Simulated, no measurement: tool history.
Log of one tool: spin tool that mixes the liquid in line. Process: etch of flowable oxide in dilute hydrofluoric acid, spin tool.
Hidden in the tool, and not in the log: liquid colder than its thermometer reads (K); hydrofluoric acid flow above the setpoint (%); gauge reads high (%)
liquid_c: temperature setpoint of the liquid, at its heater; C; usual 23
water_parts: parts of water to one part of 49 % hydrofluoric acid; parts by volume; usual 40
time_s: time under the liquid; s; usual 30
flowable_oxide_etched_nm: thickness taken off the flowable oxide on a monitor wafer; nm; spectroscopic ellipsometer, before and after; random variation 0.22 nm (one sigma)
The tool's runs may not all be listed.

| run | hour | liquid_c | water_parts | time_s | wafers since the last listed run | hours since the thermometer was replaced | hours since the hydrofluoric acid flow meter was replaced | hours since the gauge calibration | read-back film thickness of the flowable oxide reference wafer, read on the same gauge (nm) | flowable_oxide_etched_nm |
|---|---|---|---|---|---|---|---|---|---|---|
| 1 | 0 | 23 | 40 | 30 | 0 | 1327.6 | 1568.5 | 68 | 80 | 21.29 |
| 2 | 26.8 | 23 | 40 | 30 | 366 | 1354.4 | 1595.3 | 94.8 | 80.02 | 21.66 |
| 3 | 43.9 | 23 | 25 | 30 | 233 | 1371.5 | 1612.4 | 111.9 | 80.02 | 34.7 |
| 4 | 64.1 | 23 | 25 | 30 | 276 | 1391.7 | 1632.6 | 132.1 | 79.99 | 34.72 |
| 5 | 97.6 | 23 | 25 | 30 | 458 | 1425.2 | 1666.1 | 165.6 | 80.02 | 34.8 |
| 6 | 128.8 | 23 | 30 | 25 | 426 | 1456.4 | 1697.3 | 196.8 | 80 | 23.93 |
| 7 | 159.7 | 23 | 40 | 30 | 422 | 1487.3 | 1728.2 | 227.7 | 79.99 | 21.2 |
| 8 | 177.6 | 23 | 40 | 30 | 244 | 1505.2 | 1746.1 | 245.6 | 79.98 | 21.24 |
| 9 | 211.3 | 23 | 40 | 30 | 460 | 1538.9 | 1779.8 | 279.3 | 80 | 21.04 |
| 10 | 237.6 | 23 | 40 | 30 | 359 | 1565.2 | 1806.1 | 305.6 | 79.99 | 20.9 |
| 11 | 255.9 | 23 | 40 | 30 | 250 | 1583.5 | 1824.4 | 323.9 | 79.98 | 21.24 |
| 12 | 273.9 | 23 | 40 | 30 | 246 | 1601.5 | 1842.4 | 341.9 | 80.01 | 21.21 |
| 13 | 299.1 | 23 | 40 | 30 | 344 | 1626.7 | 1867.6 | 367.1 | 79.97 | 20.86 |
|  | 307.3 | hydrofluoric acid flow meter replaced |
| 14 | 329.4 | 23 | 40 | 40 | 400 | 1657 | 22.1 | 397.4 | 80.02 | 28.05 |
| 15 | 358.6 | 23 | 40 | 30 | 399 | 1686.2 | 51.3 | 426.6 | 80.01 | 21.22 |
| 16 | 373.5 | 26.5 | 30 | 30 | 203 | 1701.1 | 66.2 | 441.5 | 80.01 | 32.96 |

Forecast run 17:
| 17 | 387.7 | 26 | 40 | 20 | 194 | 1715.3 | 80.4 | 455.7 | ? | ? |

{"run 17": {"read-back film thickness of the flowable oxide reference wafer, read on the same gauge (nm)": 80, "flowable_oxide_etched_nm": 15.88}}
Without the tool's hidden state the same run would have given flowable_oxide_etched_nm 17.88 nm.
